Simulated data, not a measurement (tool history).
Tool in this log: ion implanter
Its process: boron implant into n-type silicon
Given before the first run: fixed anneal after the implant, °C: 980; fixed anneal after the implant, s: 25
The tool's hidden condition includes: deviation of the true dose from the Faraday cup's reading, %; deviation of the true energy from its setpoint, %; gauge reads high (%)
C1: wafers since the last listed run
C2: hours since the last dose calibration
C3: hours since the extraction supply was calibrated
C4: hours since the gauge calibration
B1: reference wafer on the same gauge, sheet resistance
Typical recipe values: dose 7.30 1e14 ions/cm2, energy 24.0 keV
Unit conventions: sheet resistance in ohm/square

run 1 hour=0.0 | dose=7.30 energy=24.0 | C1=0 C2=143.0 C3=2159.9 C4=469.5 | B1=160.81 | sheet_resistance=186.41
run 2 hour=48.9 | dose=7.78 energy=24.0 | C1=1087 C2=191.9 C3=2208.8 C4=518.4 | B1=161.23 | sheet_resistance=178.43
run 3 hour=84.0 | dose=7.78 energy=24.0 | C1=780 C2=227.0 C3=2243.9 C4=553.5 | B1=161.41 | sheet_resistance=177.96
run 4 hour=122.2 | dose=7.78 energy=24.0 | C1=849 C2=265.2 C3=2282.1 C4=591.7 | B1=161.43 | sheet_resistance=177.69
run 5 hour=184.1 | dose=7.30 energy=24.0 | C1=1376 C2=327.1 C3=2344.0 C4=653.6 | B1=161.58 | sheet_resistance=187.78
run 6 hour=237.0 | dose=7.30 energy=24.0 | C1=1176 C2=380.0 C3=2396.9 C4=706.5 | B1=161.55 | sheet_resistance=188.01
run 7 hour=285.4 | dose=7.30 energy=24.0 | C1=1076 C2=428.4 C3=2445.3 C4=754.9 | B1=161.68 | sheet_resistance=187.55
run 8 hour=349.6 | dose=6.78 energy=26.5 | C1=1427 C2=492.6 C3=2509.5 C4=819.1 | B1=161.95 | sheet_resistance=199.61
run 9 hour=376.0 | dose=7.30 energy=24.0 | C1=586 C2=519.0 C3=2535.9 C4=845.5 | B1=162.07 | sheet_resistance=187.27
run 10 hour=434.0 | dose=7.30 energy=24.0 | C1=1289 C2=577.0 C3=2593.9 C4=903.5 | B1=162.50 | sheet_resistance=186.82
run 11 hour=491.1 | dose=8.35 energy=27.5 | C1=1269 C2=634.1 C3=2651.0 C4=960.6 | B1=162.64 | sheet_resistance=165.87
run 12 hour=533.5 | dose=8.35 energy=27.5 | C1=942 C2=676.5 C3=2693.4 C4=1003.0 | B1=162.66 | sheet_resistance=167.64
run 13 hour=602.8 | dose=8.35 energy=27.5 | C1=1540 C2=745.8 C3=2762.7 C4=1072.3 | B1=162.90 | sheet_resistance=167.84
run 14 hour=656.9 | dose=7.30 energy=24.0 | C1=1202 C2=799.9 C3=2816.8 C4=1126.4 | B1=162.88 | sheet_resistance=188.97
run 15 hour=725.3 | dose=7.92 energy=30.5 | C1=1520 C2=868.3 C3=2885.2 C4=1194.8 | B1=163.19 | sheet_resistance=174.11
run 16 hour=909.7 | dose=8.28 energy=26.5 | C1=4099 C2=1052.7 C3=3069.6 C4=1379.2 | B1=163.60 | sheet_resistance=169.66
run 17 hour=970.2 | dose=8.16 energy=28.0 | C1=1345 C2=1113.2 C3=3130.1 C4=1439.7 | B1=163.87 | sheet_resistance=171.95
run 18 hour=1020.9 | dose=6.67 energy=15.5 | C1=1127 C2=1163.9 C3=3180.8 C4=1490.4 | B1=163.85 | sheet_resistance=210.61
-- hour=1040.3 Faraday cup replaced and dose calibrated
run 19 hour=1078.5 | dose=5.14 energy=24.0 | C1=1102 C2=38.2 C3=3238.4 C4=1548.0 | B1=163.89 | sheet_resistance=254.99
run 20 hour=1114.2 | dose=7.30 energy=20.0 | C1=793 C2=73.9 C3=3274.1 C4=1583.7 | B1=164.30 | sheet_resistance=193.88
run 21 hour=1145.3 | dose=7.30 energy=24.0 | C1=691 C2=105.0 C3=3305.2 C4=1614.8 | B1=164.31 | sheet_resistance=191.04
-- hour=1158.5 gauge calibrated
-- hour=1180.2 extraction supply calibrated
run 22 hour=1201.9 | dose=7.30 energy=24.0 | C1=1080 C2=161.6 C3=21.7 C4=43.4 | B1=160.26 | sheet_resistance=184.65
run 23 hour=1338.9 | dose=8.60 energy=24.0 | C1=3045 C2=298.6 C3=158.7 C4=180.4 | B1=160.61 | sheet_resistance=162.41
run 24 hour=1407.9 | dose=6.61 energy=27.0 | C1=1534 C2=367.6 C3=227.7 C4=249.4 | B1=160.87 | sheet_resistance=202.10
run 25 hour=1469.6 | dose=6.25 energy=24.0 | C1=1371 C2=429.3 C3=289.4 C4=311.1 | B1=161.23 | sheet_resistance=210.25
run 26 hour=1518.2 | dose=7.30 energy=24.0 | C1=1080 C2=477.9 C3=338.0 C4=359.7 | B1=161.19 | sheet_resistance=188.11
run 27 hour=1563.0 | dose=9.02 energy=29.0 | C1=996 C2=522.7 C3=382.8 C4=404.5 | B1=161.20 | sheet_resistance=155.00
run 28 hour=1621.1 | dose=9.21 energy=16.5 | C1=1291 C2=580.8 C3=440.9 C4=462.6 | B1=161.30 | sheet_resistance=159.57

For each run, what was the tool's unlogged condition?
deviation of the true dose from the Faraday cup's reading, %: 0, the same for each run
deviation of the true energy from its setpoint, %: 0, the same for each run
H1: gauge reads high (%)
run=1 H1=1.35
run=2 H1=1.44
run=3 H1=1.5
run=4 H1=1.56
run=5 H1=1.67
run=6 H1=1.76
run=7 H1=1.84
run=8 H1=1.96
run=9 H1=2
run=10 H1=2.1
run=11 H1=2.2
run=12 H1=2.27
run=13 H1=2.39
run=14 H1=2.49
run=15 H1=2.61
run=16 H1=2.92
run=17 H1=3.03
run=18 H1=3.12
run=19 H1=3.22
run=20 H1=3.28
run=21 H1=3.33
run=22 H1=0.819
run=23 H1=1.06
run=24 H1=1.17
run=25 H1=1.28
run=26 H1=1.37
run=27 H1=1.44
run=28 H1=1.54
